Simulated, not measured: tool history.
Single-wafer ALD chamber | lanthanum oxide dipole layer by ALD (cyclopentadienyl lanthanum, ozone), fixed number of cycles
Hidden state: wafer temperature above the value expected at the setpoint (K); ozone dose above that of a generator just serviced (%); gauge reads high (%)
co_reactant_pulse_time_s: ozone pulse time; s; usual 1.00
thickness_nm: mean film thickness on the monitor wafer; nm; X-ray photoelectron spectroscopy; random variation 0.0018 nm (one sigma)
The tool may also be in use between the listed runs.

run,hour,co_reactant_pulse_time_s,wafers since the last listed run,hours since the last thermocouple change,hours since the last ozone generator service,hours since the showerhead was replaced,hours since the gauge calibration,"read-back reference wafer on the same gauge, thickness_nm",thickness_nm
1,0.0,1.00,0,2660.3,131.5,4124.5,795.5,0.633,0.519
2,45.1,0.70,795,2705.4,176.6,4169.6,840.6,0.633,0.473
3,142.3,0.70,1715,2802.6,273.8,4266.8,937.8,0.633,0.468
4,222.9,0.68,1422,2883.2,354.4,4347.4,1018.4,0.633,0.462
5,318.8,0.68,1692,2979.1,450.3,4443.3,1114.3,0.633,0.459
6,411.4,1.12,1634,3071.7,542.9,4535.9,1206.9,0.633,0.532
7,493.7,1.12,1452,3154.0,625.2,4618.2,1289.2,0.633,0.528
8,547.2,1.12,944,3207.5,678.7,4671.7,1342.7,0.633,0.533
9,612.8,1.22,1157,3273.1,744.3,4737.3,1408.3,0.633,0.544
# hour 679.1: thermocouple changed; heater temperature recalibrated
10,709.1,1.18,1558,30.0,840.6,4833.6,1504.6,0.633,0.538
11,777.1,0.72,1199,98.0,908.6,4901.6,1572.6,0.633,0.466
12,873.0,0.72,1692,193.9,1004.5,4997.5,1668.5,0.633,0.463
13,944.3,1.25,1258,265.2,1075.8,5068.8,1739.8,0.633,0.548
14,1036.3,1.00,1623,357.2,1167.8,5160.8,1831.8,0.633,0.512
15,1093.7,0.73,1012,414.6,1225.2,5218.2,1889.2,0.633,0.463
# hour 1198.2: showerhead replaced, of another model than before
16,1198.7,0.78,1711,519.6,1330.2,0.5,1994.2,0.633,0.449
17,1240.4,1.00,735,561.3,1371.9,42.2,2035.9,0.633,0.505
18,1277.4,1.33,652,598.3,1408.9,79.2,2072.9,0.633,0.557
19,1362.6,0.77,1503,683.5,1494.1,164.4,2158.1,0.633,0.444
# hour 1417.7: gauge calibrated
20,1461.6,1.00,1747,782.5,1593.1,263.4,43.9,0.633,0.502
# hour 1477.5: ozone generator serviced
21,1522.9,1.00,940,843.8,45.4,324.7,105.2,0.633,0.526
22,1577.6,1.00,965,898.5,100.1,379.4,159.9,0.634,0.524
23,1619.2,0.65,734,940.1,141.7,421.0,201.5,0.633,0.421
24,1714.5,1.38,1681,1035.4,237.0,516.3,296.8,0.633,0.571
25,1790.3,0.74,1337,1111.2,312.8,592.1,372.6,0.633,0.452
26,1891.9,0.68,1792,1212.8,414.4,693.7,474.2,0.633,0.422
27,1962.0,1.40,1237,1282.9,484.5,763.8,544.3,0.634,0.567
28,2050.2,1.35,1556,1371.1,572.7,852.0,632.5,0.633,0.561

Forecast each of these 5 alternatives for the next run:
A,2050.6,1.00,7,1371.5,573.1,852.4,632.9,?,?
B,2050.6,1.15,7,1371.5,573.1,852.4,632.9,?,?
C,2050.6,1.21,7,1371.5,573.1,852.4,632.9,?,?
D,2050.6,0.90,7,1371.5,573.1,852.4,632.9,?,?
E,2050.6,0.63,7,1371.5,573.1,852.4,632.9,?,?

run,"read-back reference wafer on the same gauge, thickness_nm",thickness_nm
A,0.633,0.511
B,0.633,0.537
C,0.633,0.546
D,0.633,0.489
E,0.633,0.398
Without the tool's hidden state the same runs would have given:
run,thickness_nm
A,0.527
B,0.550
C,0.558
D,0.506
E,0.418

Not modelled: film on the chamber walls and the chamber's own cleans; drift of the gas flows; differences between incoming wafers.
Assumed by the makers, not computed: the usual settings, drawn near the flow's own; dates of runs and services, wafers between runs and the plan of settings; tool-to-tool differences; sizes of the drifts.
